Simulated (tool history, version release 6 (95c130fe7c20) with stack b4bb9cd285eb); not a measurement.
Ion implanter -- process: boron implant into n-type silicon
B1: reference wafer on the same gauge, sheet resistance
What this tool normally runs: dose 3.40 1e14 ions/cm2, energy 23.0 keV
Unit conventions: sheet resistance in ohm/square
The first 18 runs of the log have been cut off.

{"run": 19, "hour": 237.7, "dose": 4.24, "energy": 23.0, "B1": 259.03, "sheet resistance": 246.88}
{"run": 20, "hour": 245.7, "dose": 2.67, "energy": 18.5, "B1": 259.06, "sheet resistance": 369.21}
{"run": 21, "hour": 259.4, "dose": 2.42, "energy": 25.0, "B1": 258.97, "sheet resistance": 387.26}
{"run": 22, "hour": 276.9, "dose": 3.4, "energy": 19.0, "B1": 259.03, "sheet resistance": 301.96}
{"run": 23, "hour": 283.5, "dose": 3.4, "energy": 23.0, "B1": 259.19, "sheet resistance": 295.37}
{"run": 24, "hour": 290.4, "dose": 3.97, "energy": 17.0, "B1": 259.07, "sheet resistance": 268.93}
{"run": 25, "hour": 307.8, "dose": 3.71, "energy": 25.0, "B1": 258.8, "sheet resistance": 271.53}
{"run": 26, "hour": 325.0, "dose": 3.4, "energy": 25.5, "B1": 258.98, "sheet resistance": 292.9}
{"run": 27, "hour": 342.2, "dose": 3.83, "energy": 30.5, "B1": 259.04, "sheet resistance": 258.36}

Run 28 comes next. What will it give?
{"run": 28, "hour": 356.6, "dose": 2.83, "energy": 27.5, "B1": "?", "sheet resistance": "?"}

B1: 259.09
sheet resistance: 336.16 ohm/square
The same run, on a tool lacking any hidden state, would have yielded sheet resistance 338.33 ohm/square.
